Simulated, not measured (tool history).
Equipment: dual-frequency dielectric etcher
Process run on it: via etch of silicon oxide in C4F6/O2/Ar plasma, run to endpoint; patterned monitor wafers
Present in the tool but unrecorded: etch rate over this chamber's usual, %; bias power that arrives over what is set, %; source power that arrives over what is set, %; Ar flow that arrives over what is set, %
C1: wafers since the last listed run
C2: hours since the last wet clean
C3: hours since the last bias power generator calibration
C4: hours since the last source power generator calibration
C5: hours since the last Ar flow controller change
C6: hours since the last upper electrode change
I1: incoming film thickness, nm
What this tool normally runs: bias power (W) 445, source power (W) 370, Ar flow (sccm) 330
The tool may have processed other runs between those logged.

{"run": 1, "day": 0.0, "bias power (W)": 363, "source power (W)": 340, "Ar flow (sccm)": 330, "C1": 0, "C2": 185.0, "C3": 3493.9, "C4": 3644.0, "C5": 2089.3, "C6": 66.2, "I1": 94.7, "endpoint time (s)": 24.7}
{"run": 2, "day": 2.396, "bias power (W)": 445, "source power (W)": 300, "Ar flow (sccm)": 330, "C1": 1129, "C2": 242.5, "C3": 3551.4, "C4": 3701.5, "C5": 2146.8, "C6": 123.7, "I1": 95.0, "endpoint time (s)": 24.4}
{"run": 3, "day": 4.538, "bias power (W)": 445, "source power (W)": 340, "Ar flow (sccm)": 305, "C1": 1009, "C2": 293.9, "C3": 3602.8, "C4": 3752.9, "C5": 2198.2, "C6": 175.1, "I1": 95.4, "endpoint time (s)": 23.5}
{"run": 4, "day": 7.512, "bias power (W)": 445, "source power (W)": 340, "Ar flow (sccm)": 305, "C1": 1402, "C2": 365.3, "C3": 3674.2, "C4": 3824.3, "C5": 2269.6, "C6": 246.5, "I1": 93.9, "endpoint time (s)": 23.0}
{"run": 5, "day": 11.062, "bias power (W)": 445, "source power (W)": 370, "Ar flow (sccm)": 330, "C1": 1673, "C2": 450.5, "C3": 3759.4, "C4": 3909.5, "C5": 2354.8, "C6": 331.7, "I1": 95.6, "endpoint time (s)": 23.2}
{"run": 6, "day": 15.354, "bias power (W)": 445, "source power (W)": 370, "Ar flow (sccm)": 330, "C1": 2022, "C2": 553.5, "C3": 3862.4, "C4": 4012.5, "C5": 2457.8, "C6": 434.7, "I1": 94.7, "endpoint time (s)": 22.9}
{"day": 18.579, "done": "Ar flow controller replaced"}
{"run": 7, "day": 19.588, "bias power (W)": 445, "source power (W)": 370, "Ar flow (sccm)": 330, "C1": 1877, "C2": 655.1, "C3": 3964.0, "C4": 4114.1, "C5": 24.2, "C6": 536.3, "I1": 94.6, "endpoint time (s)": 22.6}
{"run": 8, "day": 21.721, "bias power (W)": 445, "source power (W)": 370, "Ar flow (sccm)": 330, "C1": 1005, "C2": 706.3, "C3": 4015.2, "C4": 4165.3, "C5": 75.4, "C6": 587.5, "I1": 94.7, "endpoint time (s)": 22.5}
{"run": 9, "day": 24.108, "bias power (W)": 445, "source power (W)": 370, "Ar flow (sccm)": 330, "C1": 1125, "C2": 763.6, "C3": 4072.5, "C4": 4222.6, "C5": 132.7, "C6": 644.8, "I1": 94.4, "endpoint time (s)": 22.4}
{"day": 25.883, "done": "source power generator calibrated"}
{"run": 10, "day": 25.971, "bias power (W)": 505, "source power (W)": 420, "Ar flow (sccm)": 410, "C1": 799, "C2": 808.3, "C3": 4117.2, "C4": 2.1, "C5": 177.4, "C6": 689.5, "I1": 95.4, "endpoint time (s)": 21.7}
{"day": 28.788, "done": "wet clean of the chamber"}
{"run": 11, "day": 28.808, "bias power (W)": 347, "source power (W)": 290, "Ar flow (sccm)": 402, "C1": 866, "C2": 0.5, "C3": 4185.3, "C4": 70.2, "C5": 245.5, "C6": 757.6, "I1": 94.1, "endpoint time (s)": 26.7}
{"run": 12, "day": 32.492, "bias power (W)": 445, "source power (W)": 370, "Ar flow (sccm)": 330, "C1": 1736, "C2": 88.9, "C3": 4273.7, "C4": 158.6, "C5": 333.9, "C6": 846.0, "I1": 95.0, "endpoint time (s)": 23.0}
{"run": 13, "day": 36.825, "bias power (W)": 445, "source power (W)": 370, "Ar flow (sccm)": 330, "C1": 2042, "C2": 192.9, "C3": 4377.7, "C4": 262.6, "C5": 437.9, "C6": 950.0, "I1": 94.8, "endpoint time (s)": 22.9}
{"day": 43.083, "done": "bias power generator calibrated"}
{"run": 14, "day": 49.592, "bias power (W)": 445, "source power (W)": 310, "Ar flow (sccm)": 330, "C1": 5938, "C2": 499.3, "C3": 156.2, "C4": 569.0, "C5": 744.3, "C6": 1256.4, "I1": 94.0, "endpoint time (s)": 23.8}
{"run": 15, "day": 52.312, "bias power (W)": 445, "source power (W)": 370, "Ar flow (sccm)": 330, "C1": 1282, "C2": 564.6, "C3": 221.5, "C4": 634.3, "C5": 809.6, "C6": 1321.7, "I1": 95.3, "endpoint time (s)": 22.9}
{"run": 16, "day": 56.321, "bias power (W)": 484, "source power (W)": 370, "Ar flow (sccm)": 381, "C1": 1889, "C2": 660.8, "C3": 317.7, "C4": 730.5, "C5": 905.8, "C6": 1417.9, "I1": 94.7, "endpoint time (s)": 22.7}
{"day": 58.117, "done": "wet clean of the chamber"}
{"run": 17, "day": 59.221, "bias power (W)": 445, "source power (W)": 340, "Ar flow (sccm)": 305, "C1": 895, "C2": 26.5, "C3": 387.3, "C4": 800.1, "C5": 975.4, "C6": 1487.5, "I1": 94.6, "endpoint time (s)": 23.2}
{"run": 18, "day": 62.921, "bias power (W)": 536, "source power (W)": 370, "Ar flow (sccm)": 307, "C1": 1743, "C2": 115.3, "C3": 476.1, "C4": 888.9, "C5": 1064.2, "C6": 1576.3, "I1": 95.3, "endpoint time (s)": 21.7}
{"run": 19, "day": 64.667, "bias power (W)": 398, "source power (W)": 320, "Ar flow (sccm)": 384, "C1": 822, "C2": 157.2, "C3": 518.0, "C4": 930.8, "C5": 1106.1, "C6": 1618.2, "I1": 95.6, "endpoint time (s)": 25.4}
{"run": 20, "day": 68.071, "bias power (W)": 445, "source power (W)": 370, "Ar flow (sccm)": 330, "C1": 1604, "C2": 238.9, "C3": 599.7, "C4": 1012.5, "C5": 1187.8, "C6": 1699.9, "I1": 94.8, "endpoint time (s)": 23.0}
{"run": 21, "day": 72.038, "bias power (W)": 555, "source power (W)": 370, "Ar flow (sccm)": 255, "C1": 1869, "C2": 334.1, "C3": 694.9, "C4": 1107.7, "C5": 1283.0, "C6": 1795.1, "I1": 94.3, "endpoint time (s)": 20.7}
{"run": 22, "day": 74.129, "bias power (W)": 445, "source power (W)": 370, "Ar flow (sccm)": 330, "C1": 985, "C2": 384.3, "C3": 745.1, "C4": 1157.9, "C5": 1333.2, "C6": 1845.3, "I1": 95.5, "endpoint time (s)": 23.0}
{"run": 23, "day": 77.321, "bias power (W)": 545, "source power (W)": 450, "Ar flow (sccm)": 251, "C1": 1504, "C2": 460.9, "C3": 821.7, "C4": 1234.5, "C5": 1409.8, "C6": 1921.9, "I1": 95.3, "endpoint time (s)": 19.8}
{"run": 24, "day": 88.992, "bias power (W)": 445, "source power (W)": 400, "Ar flow (sccm)": 330, "C1": 5500, "C2": 741.0, "C3": 1101.8, "C4": 1514.6, "C5": 1689.9, "C6": 2202.0, "I1": 95.8, "endpoint time (s)": 22.5}
{"run": 25, "day": 90.771, "bias power (W)": 445, "source power (W)": 300, "Ar flow (sccm)": 330, "C1": 838, "C2": 783.7, "C3": 1144.5, "C4": 1557.3, "C5": 1732.6, "C6": 2244.7, "I1": 94.9, "endpoint time (s)": 24.2}
{"day": 93.167, "done": "wet clean of the chamber"}
{"run": 26, "day": 93.188, "bias power (W)": 445, "source power (W)": 370, "Ar flow (sccm)": 330, "C1": 667, "C2": 0.5, "C3": 1202.5, "C4": 1615.3, "C5": 1790.6, "C6": 2302.7, "I1": 95.0, "endpoint time (s)": 23.2}
{"run": 27, "day": 97.392, "bias power (W)": 445, "source power (W)": 410, "Ar flow (sccm)": 367, "C1": 1981, "C2": 101.4, "C3": 1303.4, "C4": 1716.2, "C5": 1891.5, "C6": 2403.6, "I1": 94.5, "endpoint time (s)": 22.5}

Predict the results of run 28:
{"run": 28, "day": 100.708, "bias power (W)": 518, "source power (W)": 370, "Ar flow (sccm)": 270, "C1": 1563, "C2": 181.0, "C3": 1383.0, "C4": 1795.8, "C5": 1971.1, "C6": 2483.2, "I1": 95.1, "endpoint time (s)": "?"}

endpoint time (s): 21.5
Had the tool carried no hidden state, the very same run would have given endpoint time (s) 21.4.
